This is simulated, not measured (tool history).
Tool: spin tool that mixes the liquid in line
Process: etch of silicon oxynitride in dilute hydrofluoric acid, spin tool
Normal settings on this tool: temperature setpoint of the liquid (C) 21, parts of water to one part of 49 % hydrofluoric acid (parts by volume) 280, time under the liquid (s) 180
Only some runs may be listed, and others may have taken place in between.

run	day	temperature setpoint of the liquid (C)	parts of water to one part of 49 % hydrofluoric acid (parts by volume)	time under the liquid (s)	wafers since the last listed run	hours since the thermometer was replaced	hours since the hydrofluoric acid flow meter was replaced	hours since the gauge calibration	read-back film thickness of the silicon oxynitride reference wafer, read on the same gauge (nm)	thickness taken off the silicon oxynitride on a monitor wafer (nm)
1	0	21	280	180	0	2639.2	1010.2	518.9	30.047	1.289
2	2.008	21	280	180	364	2687.4	1058.4	567.1	30.004	1.258
3	3.633	21	280	180	294	2726.4	1097.4	606.1	30.041	1.217
4	5.529	21	280	110	344	2771.9	1142.9	651.6	30.01	0.751
5	8.162	21	280	110	477	2835.1	1206.1	714.8	29.963	0.75
6	9.512	21	280	180	245	2867.5	1238.5	747.2	29.984	1.234
7	12.362	23	280	180	517	2935.9	1306.9	815.6	30.052	1.321
8	13.6	23	280	180	224	2965.6	1336.6	845.3	29.983	1.354
9	14.612	23	280	180	183	2989.9	1360.9	869.6	29.976	1.336
# day 15.296: hydrofluoric acid flow meter replaced
# day 15.912: thermometer replaced
10	16.421	21	280	180	313	12.2	27	913	29.999	1.45
11	18.15	21	280	180	313	53.7	68.5	954.5	29.949	1.44
12	19.383	21	365	180	223	83.3	98.1	984.1	30.003	1.04
13	20.925	17.5	280	115	279	120.3	135.1	1021.1	30.01	0.769
14	26.742	21	280	180	1055	259.9	274.7	1160.7	30.003	1.395
# day 27.929: gauge calibrated
15	29.217	21	280	180	449	319.3	334.1	30.9	30.022	1.396
16	30.996	19.5	400	180	322	362	376.8	73.6	30.041	0.851
17	33.029	17.5	215	180	369	410.8	425.6	122.4	30.003	1.531
18	34.179	18	220	180	208	438.4	453.2	150	29.994	1.6
19	35.817	17	280	75	297	477.7	492.5	189.3	30.026	0.478
20	37.433	25	320	260	293	516.5	531.3	228.1	30.017	1.986
21	39.217	21	280	180	323	559.3	574.1	270.9	30.001	1.345
22	41.075	18	345	130	337	603.9	618.7	315.5	30.041	0.664
23	42.988	24	215	80	347	649.8	664.6	361.4	29.979	0.923
24	45.25	21	225	220	410	704.1	718.9	415.7	30.025	2.073
25	46.812	21	280	180	283	741.6	756.4	453.2	29.963	1.317

Alternative continuations, all from the tool just after run 25; predict every row:
A	46.833	21	280	180	3	742.1	756.9	453.7	?	?
B	46.833	25.5	235	105	3	742.1	756.9	453.7	?	?
C	46.833	21	205	180	3	742.1	756.9	453.7	?	?

run	read-back film thickness of the silicon oxynitride reference wafer, read on the same gauge (nm)	thickness taken off the silicon oxynitride on a monitor wafer (nm)
A	30.049	1.339
B	30.049	1.169
C	30.049	1.926
Without the tool's hidden state the same runs would have given:
run	thickness taken off the silicon oxynitride on a monitor wafer (nm)
A	1.455
B	1.27
C	2.088

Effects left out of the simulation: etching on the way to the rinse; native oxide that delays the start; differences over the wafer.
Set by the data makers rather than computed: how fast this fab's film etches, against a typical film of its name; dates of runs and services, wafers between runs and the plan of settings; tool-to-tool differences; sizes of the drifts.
